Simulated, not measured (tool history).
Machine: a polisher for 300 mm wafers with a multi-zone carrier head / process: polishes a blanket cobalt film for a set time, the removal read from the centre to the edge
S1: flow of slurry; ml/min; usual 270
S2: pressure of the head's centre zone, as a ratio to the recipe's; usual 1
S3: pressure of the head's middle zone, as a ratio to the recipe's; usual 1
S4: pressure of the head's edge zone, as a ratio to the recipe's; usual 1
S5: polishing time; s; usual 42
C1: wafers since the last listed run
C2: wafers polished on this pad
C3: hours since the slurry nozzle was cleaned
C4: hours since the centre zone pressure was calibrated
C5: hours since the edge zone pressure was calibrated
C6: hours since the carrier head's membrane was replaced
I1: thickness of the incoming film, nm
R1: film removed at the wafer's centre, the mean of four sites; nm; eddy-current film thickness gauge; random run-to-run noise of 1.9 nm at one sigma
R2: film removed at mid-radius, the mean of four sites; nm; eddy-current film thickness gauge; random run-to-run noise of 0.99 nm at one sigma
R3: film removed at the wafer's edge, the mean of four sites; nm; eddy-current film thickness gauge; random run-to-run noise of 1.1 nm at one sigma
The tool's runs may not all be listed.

Run 1, hour 0: usual settings; C1 0; C2 1985; C3 338.2; C4 44.2; C5 120.3; C6 234.2; I1 1480.6. Result: R1 147.8 nm, R2 150.9 nm, R3 150 nm.
At hour 53.8: slurry nozzle cleaned.
Run 2, hour 80.4: usual settings; C1 1006; C2 2991; C3 26.6; C4 124.6; C5 200.7; C6 314.6; I1 1508.3. Result: R1 151.3 nm, R2 150.9 nm, R3 152.2 nm.
Run 3, hour 150.4: usual settings; C1 887; C2 3878; C3 96.6; C4 194.6; C5 270.7; C6 384.6; I1 1501.5. Result: R1 148.2 nm, R2 153.1 nm, R3 152.2 nm.
At hour 163.5: worn pad replaced by a new one.
Run 4, hour 187: usual settings; C1 413; C2 297; C3 133.2; C4 231.2; C5 307.3; C6 421.2; I1 1483.3. Result: R1 146.6 nm, R2 150.5 nm, R3 153.5 nm.
At hour 225: carrier head's membrane replaced by a new one.
Run 5, hour 262.8: usual settings; C1 897; C2 1194; C3 209; C4 307; C5 383.1; C6 37.8; I1 1474.2. Result: R1 151.4 nm, R2 151 nm, R3 150.4 nm.
Run 6, hour 354.1: usual settings; C1 1156; C2 2351; C3 300.3; C4 398.3; C5 474.4; C6 129.1; I1 1515.4. Result: R1 150.6 nm, R2 151.3 nm, R3 153.6 nm.
At hour 369.8: edge zone pressure recalibrated.
Run 7, hour 412.5: usual settings; C1 714; C2 3066; C3 358.7; C4 456.7; C5 42.7; C6 187.5; I1 1488.4. Result: R1 149.1 nm, R2 151.5 nm, R3 152.7 nm.
At hour 425.6: slurry nozzle cleaned.
Run 8, hour 476.7: usual settings; C1 800; C2 3867; C3 51.1; C4 520.9; C5 106.9; C6 251.7; I1 1467.2. Result: R1 150.5 nm, R2 151 nm, R3 151.6 nm.
At hour 503.5: worn pad replaced by a new one.
Run 9, hour 544.5: usual settings; C1 808; C2 520; C3 118.9; C4 588.7; C5 174.7; C6 319.5; I1 1488. Result: R1 147.7 nm, R2 152.2 nm, R3 151.7 nm.
Run 10, hour 650.6: usual settings but S2 1.05, S4 1.07; C1 1344; C2 1864; C3 225; C4 694.8; C5 280.8; C6 425.6; I1 1479.9. Result: R1 160.1 nm, R2 149.5 nm, R3 158.2 nm.
At hour 661.7: centre zone pressure recalibrated.
At hour 726.1: carrier head's membrane replaced by a new one.
At hour 729.8: slurry nozzle cleaned.
Run 11, hour 742.4: usual settings but S2 1.12, S3 0.94, S4 0.97, S5 28 s; C1 1061; C2 2926; C3 12.6; C4 80.7; C5 372.6; C6 16.3; I1 1489.3. Result: R1 113 nm, R2 96.3 nm, R3 100.3 nm.
At hour 791: edge zone pressure recalibrated.
Run 12, hour 791.5: usual settings but S1 340 ml/min, S5 55 s; C1 596; C2 3523; C3 61.7; C4 129.8; C5 0.5; C6 65.4; I1 1510.7. Result: R1 199.8 nm, R2 202.2 nm, R3 202.1 nm.
At hour 866.4: worn pad replaced by a new one.
Run 13, hour 877.5: usual settings but S4 0.9; C1 1039; C2 141; C3 147.7; C4 215.8; C5 86.5; C6 151.4; I1 1492.4. Result: R1 149.9 nm, R2 151.6 nm, R3 146.7 nm.
Run 14, hour 977.4: usual settings but S1 195 ml/min; C1 1265; C2 1407; C3 247.6; C4 315.7; C5 186.4; C6 251.3; I1 1493. Result: R1 143.3 nm, R2 147.3 nm, R3 148.2 nm.
Run 15, hour 1038.1: usual settings but S4 0.92, S5 55 s; C1 769; C2 2176; C3 308.3; C4 376.4; C5 247.1; C6 312; I1 1505.1. Result: R1 195.5 nm, R2 198.2 nm, R3 192.6 nm.
At hour 1095.9: slurry nozzle cleaned.
Run 16, hour 1124.8: usual settings but S2 1.08, S3 1.04, S5 50 s; C1 1086; C2 3262; C3 28.9; C4 463.1; C5 333.8; C6 398.7; I1 1487.7. Result: R1 191.9 nm, R2 186.3 nm, R3 180.6 nm.
At hour 1162.8: worn pad replaced by a new one.
Run 17, hour 1206.2: usual settings; C1 980; C2 549; C3 110.3; C4 544.5; C5 415.2; C6 480.1; I1 1496.4. Result: R1 150.3 nm, R2 150.8 nm, R3 151.6 nm.
At hour 1219.4: centre zone pressure recalibrated.
Run 18, hour 1247.2: usual settings but S1 190 ml/min, S2 1.11, S3 1.03, S5 31 s; C1 494; C2 1044; C3 151.3; C4 27.8; C5 456.2; C6 521.1; I1 1483.1. Result: R1 118.9 nm, R2 109.1 nm, R3 109.8 nm.
At hour 1252: edge zone pressure recalibrated.
At hour 1268.6: carrier head's membrane replaced by a new one.
Run 19, hour 1314.7: usual settings; C1 766; C2 1810; C3 218.8; C4 95.3; C5 62.7; C6 46.1; I1 1483.9. Result: R1 146.7 nm, R2 151.3 nm, R3 151.7 nm.
Run 20, hour 1377.4: usual settings; C1 794; C2 2605; C3 281.5; C4 158; C5 125.4; C6 108.8; I1 1508.3. Result: R1 148.5 nm, R2 151.6 nm, R3 151.4 nm.
Run 21, hour 1449: usual settings but S1 315 ml/min, S2 1.09, S3 0.94, S5 37 s; C1 907; C2 3512; C3 353.1; C4 229.6; C5 197; C6 180.4; I1 1511.6. Result: R1 144.6 nm, R2 129 nm, R3 135.1 nm.

What if the next run were any one of these 5? Each begins from the tool's condition after run 21:
Run A, hour 1449.4: usual settings; C1 5; C2 3517; C3 353.5; C4 230; C5 197.4; C6 180.8; I1 1480.1. Result: R1 ?, R2 ?, R3 ?.
Run B, hour 1449.4: usual settings but S1 305 ml/min, S2 1.11; C1 5; C2 3517; C3 353.5; C4 230; C5 197.4; C6 180.8; I1 1480.1. Result: R1 ?, R2 ?, R3 ?.
Run C, hour 1449.4: usual settings but S1 195 ml/min, S2 1.03, S4 0.97; C1 5; C2 3517; C3 353.5; C4 230; C5 197.4; C6 180.8; I1 1480.1. Result: R1 ?, R2 ?, R3 ?.
Run D, hour 1449.4: usual settings but S1 310 ml/min, S3 0.95, S4 1.11, S5 28 s; C1 5; C2 3517; C3 353.5; C4 230; C5 197.4; C6 180.8; I1 1480.1. Result: R1 ?, R2 ?, R3 ?.
Run E, hour 1449.4: usual settings but S2 0.95; C1 5; C2 3517; C3 353.5; C4 230; C5 197.4; C6 180.8; I1 1480.1. Result: R1 ?, R2 ?, R3 ?.

run     R1     R2     R3
  A  147.8  151.9  151.9
  B  166.3  153.5  153.2
  C  146.2  146.3  145.9
  D   99.9   98.2  106.8
  E  140.4  151.9  151.9
Had the tool no hidden state, the same runs would have come out as:
run     R1     R2     R3
  A  147.8  151.9  151.9
  B  166.3  153.5  153.2
  C  146.2  146.3  145.9
  D   99.9   98.2  106.8
  E  140.4  151.9  151.9
